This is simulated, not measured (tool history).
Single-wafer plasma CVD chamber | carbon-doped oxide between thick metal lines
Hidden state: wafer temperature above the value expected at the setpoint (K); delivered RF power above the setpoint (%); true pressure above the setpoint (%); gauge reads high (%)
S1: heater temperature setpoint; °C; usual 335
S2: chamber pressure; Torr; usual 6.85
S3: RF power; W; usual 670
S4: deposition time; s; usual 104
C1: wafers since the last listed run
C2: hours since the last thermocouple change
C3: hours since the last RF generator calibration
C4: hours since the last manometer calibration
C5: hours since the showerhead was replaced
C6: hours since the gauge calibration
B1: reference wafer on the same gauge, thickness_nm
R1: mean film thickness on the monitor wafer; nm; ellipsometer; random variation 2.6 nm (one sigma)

run 1 hour=0.0 | S1=335 S2=6.85 S3=735 S4=104 | C1=0 C2=633.9 C3=342.7 C4=1448.7 C5=2813.1 C6=1191.6 | B1=731.278 | R1=714.347
run 2 hour=88.8 | S1=335 S2=6.85 S3=735 S4=104 | C1=1569 C2=722.7 C3=431.5 C4=1537.5 C5=2901.9 C6=1280.4 | B1=731.541 | R1=716.823
run 3 hour=133.7 | S1=335 S2=6.85 S3=735 S4=104 | C1=793 C2=767.6 C3=476.4 C4=1582.4 C5=2946.8 C6=1325.3 | B1=732.207 | R1=718.326
run 4 hour=196.2 | S1=335 S2=7.27 S3=670 S4=104 | C1=1104 C2=830.1 C3=538.9 C4=1644.9 C5=3009.3 C6=1387.8 | B1=730.563 | R1=666.398
run 5 hour=285.9 | S1=335 S2=7.27 S3=670 S4=104 | C1=1584 C2=919.8 C3=628.6 C4=1734.6 C5=3099.0 C6=1477.5 | B1=729.780 | R1=663.346
run 6 hour=385.4 | S1=335 S2=6.85 S3=670 S4=117 | C1=1758 C2=1019.3 C3=728.1 C4=1834.1 C5=3198.5 C6=1577.0 | B1=730.799 | R1=735.289
run 7 hour=452.3 | S1=335 S2=6.85 S3=670 S4=117 | C1=1182 C2=1086.2 C3=795.0 C4=1901.0 C5=3265.4 C6=1643.9 | B1=730.660 | R1=738.835
run 8 hour=502.2 | S1=341 S2=6.85 S3=670 S4=104 | C1=881 C2=1136.1 C3=844.9 C4=1950.9 C5=3315.3 C6=1693.8 | B1=731.806 | R1=646.842
run 9 hour=575.7 | S1=341 S2=6.85 S3=670 S4=104 | C1=1298 C2=1209.6 C3=918.4 C4=2024.4 C5=3388.8 C6=1767.3 | B1=732.039 | R1=648.202
run 10 hour=679.3 | S1=335 S2=6.85 S3=670 S4=104 | C1=1830 C2=1313.2 C3=1022.0 C4=2128.0 C5=3492.4 C6=1870.9 | B1=732.117 | R1=651.496
run 11 hour=775.5 | S1=335 S2=6.85 S3=670 S4=104 | C1=1699 C2=1409.4 C3=1118.2 C4=2224.2 C5=3588.6 C6=1967.1 | B1=730.984 | R1=648.513
run 12 hour=855.8 | S1=335 S2=6.85 S3=670 S4=104 | C1=1418 C2=1489.7 C3=1198.5 C4=2304.5 C5=3668.9 C6=2047.4 | B1=732.241 | R1=645.311
-- hour=888.3 RF generator calibrated
run 13 hour=952.2 | S1=335 S2=6.85 S3=630 S4=104 | C1=1561 C2=1586.1 C3=63.9 C4=2400.9 C5=3765.3 C6=2143.8 | B1=731.657 | R1=638.806
-- hour=1015.4 capacitance manometer re-zeroed and calibrated
-- hour=1023.3 thermocouple changed; heater temperature recalibrated
run 14 hour=1024.5 | S1=335 S2=6.85 S3=670 S4=104 | C1=997 C2=1.2 C3=136.2 C4=9.1 C5=3837.6 C6=2216.1 | B1=730.373 | R1=668.013
run 15 hour=1118.0 | S1=335 S2=6.85 S3=670 S4=104 | C1=1652 C2=94.7 C3=229.7 C4=102.6 C5=3931.1 C6=2309.6 | B1=729.891 | R1=671.967
-- hour=1127.7 showerhead replaced
run 16 hour=1222.6 | S1=335 S2=6.85 S3=670 S4=119 | C1=1706 C2=199.3 C3=334.3 C4=207.2 C5=94.9 C6=2414.2 | B1=731.537 | R1=762.874
run 17 hour=1430.7 | S1=335 S2=6.85 S3=670 S4=104 | C1=3676 C2=407.4 C3=542.4 C4=415.3 C5=303.0 C6=2622.3 | B1=731.925 | R1=660.668
-- hour=1458.5 gauge calibrated
run 18 hour=1473.2 | S1=324 S2=6.85 S3=540 S4=84 | C1=750 C2=449.9 C3=584.9 C4=457.8 C5=345.5 C6=14.7 | B1=730.523 | R1=454.547
run 19 hour=1669.8 | S1=335 S2=6.85 S3=670 S4=111 | C1=3473 C2=646.5 C3=781.5 C4=654.4 C5=542.1 C6=211.3 | B1=732.173 | R1=702.241
run 20 hour=1761.3 | S1=350 S2=6.85 S3=670 S4=104 | C1=1616 C2=738.0 C3=873.0 C4=745.9 C5=633.6 C6=302.8 | B1=730.038 | R1=629.251
run 21 hour=1835.6 | S1=335 S2=7.27 S3=670 S4=104 | C1=1312 C2=812.3 C3=947.3 C4=820.2 C5=707.9 C6=377.1 | B1=729.344 | R1=659.702
run 22 hour=1901.4 | S1=321 S2=6.35 S3=805 S4=124 | C1=1162 C2=878.1 C3=1013.1 C4=886.0 C5=773.7 C6=442.9 | B1=731.799 | R1=929.697
-- hour=1940.5 RF generator calibrated
run 23 hour=1959.0 | S1=335 S2=6.85 S3=670 S4=104 | C1=876 C2=935.7 C3=18.5 C4=943.6 C5=831.3 C6=500.5 | B1=730.975 | R1=665.534
run 24 hour=2013.5 | S1=342 S2=7.35 S3=760 S4=93 | C1=962 C2=990.2 C3=73.0 C4=998.1 C5=885.8 C6=555.0 | B1=730.108 | R1=656.075
run 25 hour=2117.2 | S1=349 S2=6.85 S3=670 S4=111 | C1=1832 C2=1093.9 C3=176.7 C4=1101.8 C5=989.5 C6=658.7 | B1=729.571 | R1=685.756
run 26 hour=2162.0 | S1=335 S2=7.62 S3=775 S4=104 | C1=791 C2=1138.7 C3=221.5 C4=1146.6 C5=1034.3 C6=703.5 | B1=730.368 | R1=756.601
run 27 hour=2257.3 | S1=335 S2=8.16 S3=745 S4=89 | C1=1683 C2=1234.0 C3=316.8 C4=1241.9 C5=1129.6 C6=798.8 | B1=731.375 | R1=631.800
run 28 hour=2297.0 | S1=321 S2=6.35 S3=805 S4=124 | C1=701 C2=1273.7 C3=356.5 C4=1281.6 C5=1169.3 C6=838.5 | B1=730.358 | R1=948.027

4 ways to go on from here, each from the tool as it stands after run 28. What would each give?
run A hour=2297.4 | S1=335 S2=6.85 S3=670 S4=121 | C1=7 C2=1274.1 C3=356.9 C4=1282.0 C5=1169.7 C6=838.9 | B1=? | R1=?
run B hour=2297.4 | S1=335 S2=6.37 S3=670 S4=104 | C1=7 C2=1274.1 C3=356.9 C4=1282.0 C5=1169.7 C6=838.9 | B1=? | R1=?
run C hour=2297.4 | S1=335 S2=6.85 S3=550 S4=112 | C1=7 C2=1274.1 C3=356.9 C4=1282.0 C5=1169.7 C6=838.9 | B1=? | R1=?
run D hour=2297.4 | S1=335 S2=7.47 S3=670 S4=123 | C1=7 C2=1274.1 C3=356.9 C4=1282.0 C5=1169.7 C6=838.9 | B1=? | R1=?

run=A B1=732.387 R1=775.627
run=B B1=732.387 R1=662.831
run=C B1=732.387 R1=599.964
run=D B1=732.387 R1=793.611
Without the tool's hidden state the same runs would have given:
run=A R1=784.587
run=B R1=670.487
run=C R1=607.491
run=D R1=802.778

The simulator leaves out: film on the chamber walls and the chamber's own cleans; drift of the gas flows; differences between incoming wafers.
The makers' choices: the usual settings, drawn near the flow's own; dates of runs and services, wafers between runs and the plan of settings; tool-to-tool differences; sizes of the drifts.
